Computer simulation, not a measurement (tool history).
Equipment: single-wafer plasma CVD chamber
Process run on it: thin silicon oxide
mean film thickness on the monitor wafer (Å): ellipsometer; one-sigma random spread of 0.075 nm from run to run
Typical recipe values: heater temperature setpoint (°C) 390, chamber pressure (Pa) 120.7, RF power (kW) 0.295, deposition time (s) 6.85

run	hour	heater temperature setpoint (°C)	chamber pressure (Pa)	RF power (kW)	deposition time (s)	read-back reference wafer on the same gauge, thickness_nm	mean film thickness on the monitor wafer (Å)
1	0.0	398	138.8	0.295	6.85	13.630	151.31
2	36.1	383	120.7	0.295	6.85	13.639	142.25
3	84.0	383	120.7	0.295	6.85	13.638	140.92
4	112.0	383	120.7	0.295	6.85	13.649	141.94
# hour 132.7: thermocouple changed; heater temperature recalibrated
# hour 149.4: showerhead replaced
5	164.1	390	120.7	0.295	6.85	13.659	141.38
6	233.0	390	120.7	0.295	6.85	13.690	141.68
# hour 254.9: RF generator calibrated
7	285.0	390	120.7	0.295	6.85	13.680	141.51
# hour 325.7: capacitance manometer re-zeroed and calibrated
8	356.4	390	120.7	0.340	6.85	13.675	150.30
9	418.6	390	143.6	0.295	6.85	13.692	158.78
10	489.6	390	143.6	0.295	6.85	13.687	156.32
11	539.7	396	120.7	0.295	6.50	13.706	134.72
# hour 542.8: gauge calibrated
12	585.3	390	120.7	0.295	7.50	13.056	147.60
13	621.3	376	132.8	0.295	6.85	13.116	146.26
14	686.2	390	120.7	0.295	5.57	13.204	111.56
15	729.3	390	120.7	0.315	6.17	13.236	126.51
16	790.0	390	120.7	0.295	6.85	13.300	138.60
17	823.4	390	120.7	0.295	7.42	13.315	148.75
18	893.7	390	120.7	0.335	7.71	13.370	164.10
19	957.2	390	133.1	0.355	6.20	13.416	143.43
20	988.0	390	120.7	0.295	6.85	13.422	138.90
21	1034.5	402	120.7	0.295	6.85	13.434	137.67
22	1092.3	390	120.7	0.295	6.85	13.480	138.57
# hour 1100.8: capacitance manometer re-zeroed and calibrated
23	1134.9	375	103.3	0.255	7.87	13.461	135.33
24	1187.4	400	120.7	0.295	6.85	13.484	137.44
25	1257.0	390	120.7	0.335	6.50	13.536	140.47
26	1288.8	395	120.7	0.295	5.92	13.523	119.86
# hour 1312.5: thermocouple changed; heater temperature recalibrated
27	1347.0	384	109.1	0.325	6.85	13.528	137.99

Hidden state, per run?
wafer temperature above the value expected at the setpoint (K): 0 across all the runs
delivered RF power above the setpoint (%): 0 across all the runs
true pressure above the setpoint (%): 0 across all the runs
H1: gauge reads high (%)
run	H1
1	4.04
2	4.1
3	4.17
4	4.21
5	4.27
6	4.34
7	4.39
8	4.44
9	4.48
10	4.52
11	4.54
12	-0.354
13	0.0343
14	0.647
15	1
16	1.43
17	1.64
18	2.03
19	2.32
20	2.45
21	2.62
22	2.81
23	2.93
24	3.06
25	3.2
26	3.26
27	3.36
